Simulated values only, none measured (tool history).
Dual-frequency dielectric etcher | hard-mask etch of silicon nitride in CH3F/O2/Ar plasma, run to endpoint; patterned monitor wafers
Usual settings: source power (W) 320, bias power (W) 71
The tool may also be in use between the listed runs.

run	hour	source power (W)	bias power (W)	incoming incoming film thickness, nm	endpoint time (s)
1	0	340	71	34.28	52
2	19.6	340	71	34.3	51.4
3	27.3	340	71	34.74	52.2
4	44.7	370	71	34.54	49.4
5	60.3	370	71	34.46	49.1
6	66.3	370	71	34.3	48.9
7	76	320	84	34.54	50.3
8	117.2	260	71	34.16	58.5
9	126.2	260	71	34.52	59.4
10	139.2	260	71	34.51	59.4
11	148.3	320	71	35	53.9
# hour 176.8: upper electrode replaced, of another model than before
# hour 179.3: wet clean of the chamber
12	179.8	320	71	34.97	57.9
13	180.1	320	63	34.44	60.1
# hour 185.5: bias power generator calibrated
14	186.5	280	88	34.61	55.7
15	200.9	270	55	34.23	73.8
# hour 211.8: source power generator calibrated
16	212.3	300	71	34.39	59
17	218.4	290	84	34.64	55.5
18	248.4	320	71	34.29	55.9
19	256.2	270	60	34.44	70.5
20	293.2	320	64	34.63	59.6
21	303.8	280	71	34.61	62
22	318.6	260	71	34.9	67.1
23	334.8	280	63	34.9	67
24	348	320	57	34.33	62.6
25	364.7	320	71	34.76	55.7
26	375.9	260	80	34.8	62.2

The tool's hidden state at each run:
source power that arrives over what is set, %: 0 in every run
bias power that arrives over what is set, %: 0 in every run
H1: etch rate over this chamber's usual, %
run	H1
1	4.77
2	4.93
3	5
4	5.14
5	5.27
6	5.32
7	5.4
8	5.75
9	5.82
10	5.93
11	6.01
12	-0.153
13	-0.151
14	-0.0973
15	0.023
16	0.118
17	0.169
18	0.42
19	0.485
20	0.794
21	0.882
22	1.01
23	1.14
24	1.25
25	1.39
26	1.48
